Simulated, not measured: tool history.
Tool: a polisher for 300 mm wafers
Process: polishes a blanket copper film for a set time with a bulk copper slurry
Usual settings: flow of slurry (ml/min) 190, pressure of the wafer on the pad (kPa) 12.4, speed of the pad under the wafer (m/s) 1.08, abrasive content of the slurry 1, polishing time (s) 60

run   hour  flow of slurry (ml/min)  pressure of the wafer on the pad (kPa)  speed of the pad under the wafer (m/s)  abrasive content of the slurry  polishing time (s)  incoming thickness of the incoming film, nm  film removed (Å)
  1      0                      190                                    15.2                                    1.08                               1                  60                                         3783              3544
       0.5  -- worn pad replaced by a new one
  2   12.1                      190                                     9.7                                    1.08                             1.2                  60                                       3822.7              2475
  3   28.6                      190                                     9.7                                    1.08                             1.2                  60                                       3833.6              2406
      53.3  -- slurry blender recalibrated
  4   63.5                      190                                     9.7                                    0.96                               1                  60                                       3854.8              2231
  5  119.5                      190                                     9.7                                    0.96                               1                  60                                       3799.6              2182
     125.2  -- worn pad replaced by a new one
  6  147.3                      190                                     9.7                                    0.96                               1                  60                                       3790.1              2147
  7  162.6                      190                                    12.4                                    1.08                             1.1                  60                                       3763.1              3064
  8  179.3                      190                                    12.4                                    1.08                             1.1                  60                                       3821.7              3027
     209.1  -- head pressure recalibrated
  9  211.2                      190                                    12.4                                    1.08                             1.1                  60                                       3861.8              2955
     223.6  -- worn pad replaced by a new one
     231.9  -- slurry blender recalibrated
     233.4  -- slurry nozzle cleaned
 10  237.6                      190                                    12.4                                    0.94                               1                  78                                       3746.9              3600
 11  267.8                      245                                    12.4                                    1.08                               1                  60                                       3819.1              3136
 12  303.5                      160                                    12.4                                    0.92                             1.1                  60                                       3862.3              2566
     338.5  -- worn pad replaced by a new one
       395  -- slurry blender recalibrated
 13  402.5                      150                                    12.4                                    1.08                               1                  60                                       3815.9              3036
 14  445.6                      235                                    12.4                                    1.08                               1                  52                                       3790.2              2705
     454.5  -- worn pad replaced by a new one
 15    461                      190                                    10.3                                    1.08                            1.15                  60                                       3848.3              2712
 16  487.4                      190                                    12.4                                    1.08                               1                  60                                       3833.8              3027
 17  517.3                      210                                    12.4                                    1.08                               1                  60                                       3805.3              2971
 18    534                      250                                    14.5                                    1.32                               1                  49                                         3807              3496
 19    547                      190                                    12.4                                    1.08                               1                  60                                       3823.5              2909

5 ways to go on from here, each from the tool as it stands after run 19. What would each give?
  A  547.4                      190                                    12.4                                    1.08                               1                  60                                       3797.4                 ?
  B  547.4                      245                                      11                                    0.84                            1.25                  60                                       3797.4                 ?
  C  547.4                      210                                    12.4                                    0.88                               1                  40                                       3797.4                 ?
  D  547.4                      190                                    12.4                                    1.08                             0.8                  66                                       3797.4                 ?
  E  547.4                      190                                    12.4                                    1.08                            0.75                  60                                       3797.4                 ?

run  film removed (Å)
  A              2882
  B              2170
  C              1583
  D              3026
  E              2715
Without the tool's hidden state the same runs would have given:
run  film removed (Å)
  A              3132
  B              2363
  C              1720
  D              3281
  E              2941

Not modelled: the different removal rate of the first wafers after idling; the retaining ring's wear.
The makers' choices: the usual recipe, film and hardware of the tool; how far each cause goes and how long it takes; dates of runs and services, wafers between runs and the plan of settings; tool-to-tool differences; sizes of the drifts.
